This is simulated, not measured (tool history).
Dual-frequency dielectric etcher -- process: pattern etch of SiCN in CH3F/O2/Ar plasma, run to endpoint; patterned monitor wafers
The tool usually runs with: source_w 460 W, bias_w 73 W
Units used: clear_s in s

run,hour,source_w,bias_w,"incoming incoming film thickness, nm",clear_s
1,0,460,86,11.01,24.1
2,91.5,420,81,11.16,25.5
3,182.5,420,81,11.07,25.8
4,223.2,460,59,11.02,28.1
5,265.8,460,73,10.99,25.6
6,329.7,460,73,11.14,26.2
# hour 395.6: wet clean of the chamber
7,396.1,460,73,10.87,25.5
8,478.3,460,73,11.05,25.9
9,551.9,380,73,10.99,27.3
10,611.7,460,73,10.97,25.8
11,668.7,460,73,10.88,25.4
12,764.4,460,73,10.9,25.5
# hour 1023.7: source power generator calibrated
13,1027.4,460,73,10.9,25.5
# hour 1098.9: wet clean of the chamber
14,1099.4,460,73,11.01,25.7
# hour 1177.4: upper electrode replaced, of another model than before
15,1180.5,510,66,11.01,25.7
16,1217.5,460,68,11.04,26.8
17,1455.7,380,85,11.03,25.6
18,1556.2,460,73,11.05,25.2
# hour 1665.2: wet clean of the chamber
19,1665.7,460,73,11.11,25.6
20,1706.2,530,89,11.01,20.7
21,1747.6,460,82,11.03,23.5
22,1801.8,460,73,10.99,25
23,1882.2,520,90,10.99,20.7
# hour 1934.5: bias power generator calibrated
24,2035.4,560,73,11.13,23.4
25,2270.2,400,57,10.97,33.7
# hour 2352.6: wet clean of the chamber
26,2358.2,460,86,11.05,23.5
27,2420.3,360,73,10.97,30
28,2460.2,490,82,11.02,23
29,2559.6,340,67,10.89,32.5
30,2629.3,460,68,10.89,26.6
31,2784.4,490,68,11.06,26.3
32,2857.5,460,73,11,25.7
# hour 2885.9: source power generator calibrated
33,2914.1,460,73,11.08,25.8
# hour 3038.4: wet clean of the chamber
34,3038.9,460,73,10.88,25.4
35,3089.1,520,73,10.92,23.8

Selected run-to-run steps in clear_s, each split into two signed amounts: the part the tool would show with no hidden state at all (from settings, incoming material and random variation), and the remainder, which goes to the hidden state together with any gauge scatter not common to the measured and the hidden-state-free results:
The hidden state here: etch rate over this chamber's usual, %; source power that arrives over what is set, %; bias power that arrives over what is set, %.
Run 4 -> 5: bias_w 59 -> 73. clear_s -2.5 s: hidden state +0.1, all else -2.6.
Run 14 -> 15: source_w 460 -> 510, bias_w 73 -> 66, upper electrode replaced, of another model than before. clear_s +0 s: hidden state -0.2, all else +0.2.
Run 23 -> 24: source_w 520 -> 560, bias_w 90 -> 73, bias power generator calibrated. clear_s +2.7 s: hidden state +0.5, all else +2.2.
Run 24 -> 25: source_w 560 -> 400, bias_w 73 -> 57. clear_s +10.3 s: hidden state +0.1, all else +10.2.
Run 25 -> 26: source_w 400 -> 460, bias_w 57 -> 86, wet clean of the chamber. clear_s -10.2 s: hidden state -0.1, all else -10.1.
Run 28 -> 29: source_w 490 -> 340, bias_w 82 -> 67. clear_s +9.5 s: hidden state -0.1, all else +9.6.
